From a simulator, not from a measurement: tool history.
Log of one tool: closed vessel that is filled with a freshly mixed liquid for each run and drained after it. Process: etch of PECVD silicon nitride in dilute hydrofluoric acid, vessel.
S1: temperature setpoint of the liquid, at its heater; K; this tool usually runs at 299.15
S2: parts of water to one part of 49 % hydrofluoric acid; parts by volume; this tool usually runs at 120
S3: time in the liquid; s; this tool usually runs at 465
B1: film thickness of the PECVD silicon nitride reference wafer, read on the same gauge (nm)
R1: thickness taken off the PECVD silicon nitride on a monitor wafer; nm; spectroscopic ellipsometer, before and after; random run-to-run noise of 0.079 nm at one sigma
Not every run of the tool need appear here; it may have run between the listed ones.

Run 1, day 0.000: usual settings; B1 109.99. Result: R1 16.38 nm.
Run 2, day 2.767: usual settings; B1 109.97. Result: R1 16.42 nm.
Run 3, day 4.854: usual settings; B1 110.01. Result: R1 16.31 nm.
Run 4, day 8.725: usual settings but S3 600 s; B1 109.94. Result: R1 21.06 nm.
Run 5, day 12.467: usual settings but S3 600 s; B1 110.01. Result: R1 20.90 nm.
Run 6, day 14.888: usual settings but S3 600 s; B1 110.03. Result: R1 20.97 nm.
Run 7, day 18.208: usual settings; B1 110.00. Result: R1 16.26 nm.
Run 8, day 19.871: usual settings; B1 110.02. Result: R1 16.28 nm.
Run 9, day 21.375: usual settings; B1 110.00. Result: R1 16.12 nm.
Run 10, day 24.071: usual settings but S1 297.65 K; B1 109.99. Result: R1 14.63 nm.
At day 27.629: gauge calibrated.
Run 11, day 28.200: usual settings but S1 296.65 K, S3 595 s; B1 110.00. Result: R1 17.50 nm.
Run 12, day 32.367: usual settings but S2 145 parts by volume; B1 109.96. Result: R1 13.32 nm.
Run 13, day 34.317: usual settings but S2 85 parts by volume; B1 110.02. Result: R1 22.80 nm.
Run 14, day 37.771: usual settings but S2 85 parts by volume, S3 540 s; B1 109.97. Result: R1 26.31 nm.
Run 15, day 42.488: usual settings but S1 303.15 K, S3 320 s; B1 109.99. Result: R1 14.13 nm.
Run 16, day 44.575: usual settings but S2 90 parts by volume; B1 109.95. Result: R1 21.45 nm.
Run 17, day 46.529: usual settings but S2 155 parts by volume; B1 110.00. Result: R1 12.51 nm.
Run 18, day 49.638: usual settings; B1 110.01. Result: R1 16.02 nm.

Expected results for the next run?
Run 19, day 53.458: usual settings but S1 300.65 K, S3 665 s; B1 ?. Result: R1 ?.

Run 19 gave B1 109.98, R1 25.08 nm.
With no hidden state in the tool, this same run would have given R1 25.62 nm.
